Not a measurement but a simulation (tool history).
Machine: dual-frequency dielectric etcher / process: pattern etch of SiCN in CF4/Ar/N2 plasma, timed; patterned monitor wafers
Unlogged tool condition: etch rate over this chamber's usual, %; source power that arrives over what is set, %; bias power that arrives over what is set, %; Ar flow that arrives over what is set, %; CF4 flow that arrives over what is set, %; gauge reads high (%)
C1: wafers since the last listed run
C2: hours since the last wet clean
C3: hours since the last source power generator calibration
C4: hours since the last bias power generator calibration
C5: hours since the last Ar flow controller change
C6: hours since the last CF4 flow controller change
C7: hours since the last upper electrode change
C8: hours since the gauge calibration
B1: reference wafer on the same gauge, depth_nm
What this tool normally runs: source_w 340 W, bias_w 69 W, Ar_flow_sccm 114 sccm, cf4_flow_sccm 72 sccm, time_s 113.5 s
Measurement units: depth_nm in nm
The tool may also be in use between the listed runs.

{"run": 1, "hour": 0.0, "source_w": 340, "bias_w": 69, "Ar_flow_sccm": 127, "cf4_flow_sccm": 72, "time_s": 113.5, "C1": 0, "C2": 218.3, "C3": 1175.1, "C4": 2819.8, "C5": 1665.9, "C6": 1791.7, "C7": 1950.9, "C8": 430.3, "B1": 87.7, "depth_nm": 75.4}
{"run": 2, "hour": 53.4, "source_w": 340, "bias_w": 69, "Ar_flow_sccm": 127, "cf4_flow_sccm": 72, "time_s": 113.5, "C1": 629, "C2": 271.7, "C3": 1228.5, "C4": 2873.2, "C5": 1719.3, "C6": 1845.1, "C7": 2004.3, "C8": 483.7, "B1": 87.8, "depth_nm": 75.2}
{"run": 3, "hour": 78.2, "source_w": 340, "bias_w": 69, "Ar_flow_sccm": 114, "cf4_flow_sccm": 72, "time_s": 113.5, "C1": 292, "C2": 296.5, "C3": 1253.3, "C4": 2898.0, "C5": 1744.1, "C6": 1869.9, "C7": 2029.1, "C8": 508.5, "B1": 87.6, "depth_nm": 76.2}
{"run": 4, "hour": 135.0, "source_w": 340, "bias_w": 69, "Ar_flow_sccm": 114, "cf4_flow_sccm": 72, "time_s": 113.5, "C1": 669, "C2": 353.3, "C3": 1310.1, "C4": 2954.8, "C5": 1800.9, "C6": 1926.7, "C7": 2085.9, "C8": 565.3, "B1": 87.4, "depth_nm": 76.2}
{"run": 5, "hour": 240.1, "source_w": 340, "bias_w": 69, "Ar_flow_sccm": 114, "cf4_flow_sccm": 72, "time_s": 113.5, "C1": 1238, "C2": 458.4, "C3": 1415.2, "C4": 3059.9, "C5": 1906.0, "C6": 2031.8, "C7": 2191.0, "C8": 670.4, "B1": 87.4, "depth_nm": 76.8}
{"run": 6, "hour": 280.1, "source_w": 300, "bias_w": 62, "Ar_flow_sccm": 114, "cf4_flow_sccm": 72, "time_s": 113.5, "C1": 471, "C2": 498.4, "C3": 1455.2, "C4": 3099.9, "C5": 1946.0, "C6": 2071.8, "C7": 2231.0, "C8": 710.4, "B1": 87.4, "depth_nm": 66.9}
{"hour": 334.6, "done": "wet clean of the chamber"}
{"hour": 336.7, "done": "Ar flow controller replaced"}
{"run": 7, "hour": 349.8, "source_w": 340, "bias_w": 69, "Ar_flow_sccm": 114, "cf4_flow_sccm": 72, "time_s": 113.5, "C1": 513, "C2": 15.2, "C3": 1524.9, "C4": 3169.6, "C5": 13.1, "C6": 2141.5, "C7": 2300.7, "C8": 780.1, "B1": 87.3, "depth_nm": 76.2}
{"run": 8, "hour": 409.1, "source_w": 340, "bias_w": 69, "Ar_flow_sccm": 114, "cf4_flow_sccm": 72, "time_s": 113.5, "C1": 699, "C2": 74.5, "C3": 1584.2, "C4": 3228.9, "C5": 72.4, "C6": 2200.8, "C7": 2360.0, "C8": 839.4, "B1": 87.3, "depth_nm": 76.1}
{"hour": 456.2, "done": "CF4 flow controller replaced"}
{"run": 9, "hour": 480.3, "source_w": 340, "bias_w": 69, "Ar_flow_sccm": 114, "cf4_flow_sccm": 72, "time_s": 113.5, "C1": 768, "C2": 145.7, "C3": 1655.4, "C4": 3300.1, "C5": 143.6, "C6": 24.1, "C7": 2431.2, "C8": 910.6, "B1": 87.3, "depth_nm": 76.4}
{"run": 10, "hour": 522.0, "source_w": 340, "bias_w": 69, "Ar_flow_sccm": 114, "cf4_flow_sccm": 72, "time_s": 113.5, "C1": 491, "C2": 187.4, "C3": 1697.1, "C4": 3341.8, "C5": 185.3, "C6": 65.8, "C7": 2472.9, "C8": 952.3, "B1": 87.0, "depth_nm": 76.0}
{"hour": 549.2, "done": "upper electrode replaced"}
{"hour": 567.3, "done": "gauge calibrated"}
{"run": 11, "hour": 575.9, "source_w": 340, "bias_w": 69, "Ar_flow_sccm": 114, "cf4_flow_sccm": 58, "time_s": 101.0, "C1": 352, "C2": 241.3, "C3": 1751.0, "C4": 3395.7, "C5": 239.2, "C6": 119.7, "C7": 26.7, "C8": 8.6, "B1": 88.0, "depth_nm": 65.0}
{"hour": 726.7, "done": "source power generator calibrated"}
{"run": 12, "hour": 736.3, "source_w": 340, "bias_w": 69, "Ar_flow_sccm": 114, "cf4_flow_sccm": 72, "time_s": 133.5, "C1": 1843, "C2": 401.7, "C3": 9.6, "C4": 3556.1, "C5": 399.6, "C6": 280.1, "C7": 187.1, "C8": 169.0, "B1": 87.9, "depth_nm": 90.1}
{"hour": 778.6, "done": "bias power generator calibrated"}
{"run": 13, "hour": 805.4, "source_w": 290, "bias_w": 86, "Ar_flow_sccm": 142, "cf4_flow_sccm": 72, "time_s": 144.0, "C1": 767, "C2": 470.8, "C3": 78.7, "C4": 26.8, "C5": 468.7, "C6": 349.2, "C7": 256.2, "C8": 238.1, "B1": 87.8, "depth_nm": 87.9}
{"run": 14, "hour": 834.1, "source_w": 340, "bias_w": 55, "Ar_flow_sccm": 128, "cf4_flow_sccm": 72, "time_s": 122.5, "C1": 338, "C2": 499.5, "C3": 107.4, "C4": 55.5, "C5": 497.4, "C6": 377.9, "C7": 284.9, "C8": 266.8, "B1": 87.6, "depth_nm": 76.0}
{"hour": 891.7, "done": "wet clean of the chamber"}
{"run": 15, "hour": 900.3, "source_w": 390, "bias_w": 83, "Ar_flow_sccm": 135, "cf4_flow_sccm": 79, "time_s": 113.5, "C1": 497, "C2": 8.6, "C3": 173.6, "C4": 121.7, "C5": 563.6, "C6": 444.1, "C7": 351.1, "C8": 333.0, "B1": 87.6, "depth_nm": 89.8}
{"run": 16, "hour": 960.6, "source_w": 270, "bias_w": 78, "Ar_flow_sccm": 103, "cf4_flow_sccm": 72, "time_s": 126.0, "C1": 710, "C2": 68.9, "C3": 233.9, "C4": 182.0, "C5": 623.9, "C6": 504.4, "C7": 411.4, "C8": 393.3, "B1": 87.6, "depth_nm": 74.5}
{"run": 17, "hour": 1004.7, "source_w": 340, "bias_w": 82, "Ar_flow_sccm": 114, "cf4_flow_sccm": 72, "time_s": 113.5, "C1": 519, "C2": 113.0, "C3": 278.0, "C4": 226.1, "C5": 668.0, "C6": 548.5, "C7": 455.5, "C8": 437.4, "B1": 87.5, "depth_nm": 80.6}
{"run": 18, "hour": 1058.4, "source_w": 400, "bias_w": 59, "Ar_flow_sccm": 114, "cf4_flow_sccm": 77, "time_s": 131.0, "C1": 633, "C2": 166.7, "C3": 331.7, "C4": 279.8, "C5": 721.7, "C6": 602.2, "C7": 509.2, "C8": 491.1, "B1": 87.5, "depth_nm": 98.0}
{"run": 19, "hour": 1098.5, "source_w": 340, "bias_w": 69, "Ar_flow_sccm": 114, "cf4_flow_sccm": 72, "time_s": 113.5, "C1": 472, "C2": 206.8, "C3": 371.8, "C4": 319.9, "C5": 761.8, "C6": 642.3, "C7": 549.3, "C8": 531.2, "B1": 87.5, "depth_nm": 75.9}

Predict the results of run 20:
{"run": 20, "hour": 1137.9, "source_w": 340, "bias_w": 69, "Ar_flow_sccm": 114, "cf4_flow_sccm": 72, "time_s": 101.0, "C1": 464, "C2": 246.2, "C3": 411.2, "C4": 359.3, "C5": 801.2, "C6": 681.7, "C7": 588.7, "C8": 570.6, "B1": "?", "depth_nm": "?"}

Logged for run 20: B1 87.3, depth_nm 68.1 nm.
The same run, on a tool lacking any hidden state, would have yielded depth_nm 68.7 nm.
